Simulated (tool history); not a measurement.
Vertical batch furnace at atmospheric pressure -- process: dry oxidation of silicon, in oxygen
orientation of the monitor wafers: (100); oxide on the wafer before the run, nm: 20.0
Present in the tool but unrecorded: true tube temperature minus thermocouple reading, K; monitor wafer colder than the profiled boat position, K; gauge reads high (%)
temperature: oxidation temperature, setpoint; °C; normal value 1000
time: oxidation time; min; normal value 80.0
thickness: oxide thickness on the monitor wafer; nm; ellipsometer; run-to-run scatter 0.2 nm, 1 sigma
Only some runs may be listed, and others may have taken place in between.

run,hour,temperature,time,wafers since the last listed run,hours since the last temperature calibration,hours since the boat lift was adjusted,hours since the gauge calibration,"read-back reference wafer on the same gauge, thickness",thickness
1,0.0,1017,80.0,0,211.8,700.2,670.8,66.06,65.09
2,81.6,1000,56.5,829,293.4,781.8,752.4,66.06,46.34
3,126.6,1000,56.5,457,338.4,826.8,797.4,66.11,46.33
4,203.2,984,50.5,778,415.0,903.4,874.0,66.15,39.09
5,285.0,1000,80.0,831,496.8,985.2,955.8,66.09,56.23
6,374.4,1000,80.0,908,586.2,1074.6,1045.2,66.10,56.21
7,469.1,1000,80.0,962,680.9,1169.3,1139.9,66.12,56.16
8,560.1,1000,80.0,924,771.9,1260.3,1230.9,66.13,56.09
9,646.5,1000,80.0,878,858.3,1346.7,1317.3,66.12,56.03
10,743.4,1000,80.0,984,955.2,1443.6,1414.2,66.08,55.77
11,835.5,1000,80.0,935,1047.3,1535.7,1506.3,66.17,55.49
12,884.1,1000,80.0,493,1095.9,1584.3,1554.9,66.07,55.88
13,978.8,988,63.0,962,1190.6,1679.0,1649.6,66.15,44.46
14,1058.2,988,63.0,806,1270.0,1758.4,1729.0,66.02,44.60
# hour 1090.7: boat lift adjusted
15,1156.5,988,63.0,755,1368.3,65.8,1827.3,66.16,45.30
16,1201.1,1000,80.0,453,1412.9,110.4,1871.9,66.07,57.01
# hour 1206.4: gauge calibrated
17,1248.1,1000,80.0,477,1459.9,157.4,41.7,66.19,56.68
18,1292.0,1000,80.0,446,1503.8,201.3,85.6,66.10,56.34
19,1363.8,977,48.5,729,1575.6,273.1,157.4,66.08,37.10
20,1444.2,978,103.0,817,1656.0,353.5,237.8,66.12,55.77
21,1492.4,1000,80.0,489,1704.2,401.7,286.0,65.99,56.39
22,1541.7,986,103.5,501,1753.5,451.0,335.3,66.15,58.88
23,1641.7,1019,48.5,1016,1853.5,551.0,435.3,66.00,49.40
24,1716.9,1000,80.0,764,1928.7,626.2,510.5,66.03,56.38
25,1755.7,982,100.0,394,1967.5,665.0,549.3,66.08,56.15
26,1818.0,1011,80.0,633,2029.8,727.3,611.6,66.08,61.52
27,1876.1,984,99.5,590,2087.9,785.4,669.7,66.15,56.68
# hour 1930.6: thermocouples replaced and temperature profile calibrated
28,1964.6,1000,80.0,655,34.0,873.9,758.2,66.05,56.20
29,2063.1,1007,101.5,1000,132.5,972.4,856.7,66.05,68.03
30,2105.8,1000,80.0,433,175.2,1015.1,899.4,66.07,55.93
31,2202.0,1000,62.5,977,271.4,1111.3,995.6,66.12,48.65
32,2307.1,1000,80.0,1068,376.5,1216.4,1100.7,66.18,56.08
33,2378.8,1000,80.0,728,448.2,1288.1,1172.4,66.11,56.28
34,2422.1,1000,80.0,440,491.5,1331.4,1215.7,66.12,55.83
35,2490.7,1014,80.0,697,560.1,1400.0,1284.3,66.11,62.34
36,2542.1,984,91.5,522,611.5,1451.4,1335.7,66.14,53.58
37,2579.0,1010,42.0,374,648.4,1488.3,1372.6,66.09,42.27

Measured minus without-hidden-state, run by run (identical run-to-run variation in each term; gauge scatter may differ):
run,thickness
1,-0.66
2,-0.48
3,-0.51
4,-0.34
5,-0.75
6,-0.80
7,-0.86
8,-0.92
9,-0.97
10,-1.03
11,-1.08
12,-1.12
13,-0.76
14,-0.79
15,-0.17
16,-0.30
17,-0.32
18,-0.36
19,-0.16
20,-0.33
21,-0.49
22,-0.47
23,-0.49
24,-0.63
25,-0.52
26,-0.78
27,-0.60
28,-0.78
29,-1.07
30,-0.87
31,-0.79
32,-1.00
33,-1.05
34,-1.07
35,-1.27
36,-0.89
37,-0.84
